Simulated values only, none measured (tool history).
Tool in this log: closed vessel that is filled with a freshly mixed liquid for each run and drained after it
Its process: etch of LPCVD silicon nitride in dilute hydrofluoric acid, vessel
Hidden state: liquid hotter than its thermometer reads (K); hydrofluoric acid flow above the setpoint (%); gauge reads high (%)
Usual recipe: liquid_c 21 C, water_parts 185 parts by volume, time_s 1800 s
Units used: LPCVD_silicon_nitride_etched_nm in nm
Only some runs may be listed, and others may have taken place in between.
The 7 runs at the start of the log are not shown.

run,hour,liquid_c,water_parts,time_s,wafers since the last listed run,hours since the thermometer was replaced,hours since the hydrofluoric acid flow meter was replaced,hours since the gauge calibration,"read-back film thickness of the LPCVD silicon nitride reference wafer, read on the same gauge (nm)",LPCVD_silicon_nitride_etched_nm
8,393.5,21,185,1800,2595,2289.2,478.6,1232.6,90.011,3.869
# hour 405: gauge calibrated
9,487.8,21,185,1800,4771,2383.5,572.9,82.8,90.007,3.936
10,665.3,21,185,1800,8982,2561,750.4,260.3,89.976,3.906
11,765.7,21,185,1800,5080,2661.4,850.8,360.7,90.028,4.005
12,826,21,185,1800,3051,2721.7,911.1,421,90.013,4.007
13,924.5,19.5,210,1055,4984,2820.2,1009.6,519.5,89.994,1.889
14,993.7,21,185,1800,3501,2889.4,1078.8,588.7,90.002,4.057
15,1097.2,21,210,1800,5237,2992.9,1182.3,692.2,89.983,3.558
16,1137.2,21,185,1800,2024,3032.9,1222.3,732.2,90.007,4.11
# hour 1165: thermometer replaced
17,1212.9,21,235,1470,3780,47.9,1298,807.9,90.015,2.704
# hour 1261.5: hydrofluoric acid flow meter replaced
18,1272.9,21,185,1800,2985,107.9,11.4,867.9,90.003,3.743
19,1311.3,18.5,185,1800,1943,146.3,49.8,906.3,89.995,3.108
20,1352,18.5,235,1345,2059,187,90.5,947,89.984,1.893
21,1426.5,21,125,2225,3770,261.5,165,1021.5,89.987,6.954
22,1505.8,21,185,1800,4012,340.8,244.3,1100.8,90.027,3.813
23,1575.1,21,185,1800,3506,410.1,313.6,1170.1,90.01,3.846
24,1662.1,17.5,105,1095,4402,497.1,400.6,1257.1,90.01,3.181
25,1758.4,21,185,1800,4873,593.4,496.9,1353.4,90.013,3.86
# hour 1764.3: gauge calibrated
26,1831.4,19,260,1090,3694,666.4,569.9,67.1,90.004,1.5
27,1894.3,25,185,1800,3182,729.3,632.8,130,89.96,5.121
28,1973.9,18.5,140,2625,4028,808.9,712.4,209.6,90.008,6.369
29,2072.1,21,185,1800,4969,907.1,810.6,307.8,89.999,4.017
30,2117.5,21,185,1135,2297,952.5,856,353.2,90.015,2.462
31,2158.4,17.5,215,2630,2069,993.4,896.9,394.1,89.996,3.916

5 ways to go on from here, each from the tool as it stands after run 31. What would each give?
A,2159.6,17,185,1800,60,994.6,898.1,395.3,?,?
B,2159.6,21,125,1800,60,994.6,898.1,395.3,?,?
C,2159.6,17,270,2595,60,994.6,898.1,395.3,?,?
D,2159.6,17,130,2105,60,994.6,898.1,395.3,?,?
E,2159.6,17.5,110,1085,60,994.6,898.1,395.3,?,?

run,"read-back film thickness of the LPCVD silicon nitride reference wafer, read on the same gauge (nm)",LPCVD_silicon_nitride_etched_nm
A,89.979,3.099
B,89.979,5.941
C,89.979,3.111
D,89.979,5.091
E,89.979,3.194
Take away the tool's hidden state, keep each run's random variation, and the runs would have read:
run,LPCVD_silicon_nitride_etched_nm
A,2.894
B,5.54
C,2.907
D,4.753
E,2.981

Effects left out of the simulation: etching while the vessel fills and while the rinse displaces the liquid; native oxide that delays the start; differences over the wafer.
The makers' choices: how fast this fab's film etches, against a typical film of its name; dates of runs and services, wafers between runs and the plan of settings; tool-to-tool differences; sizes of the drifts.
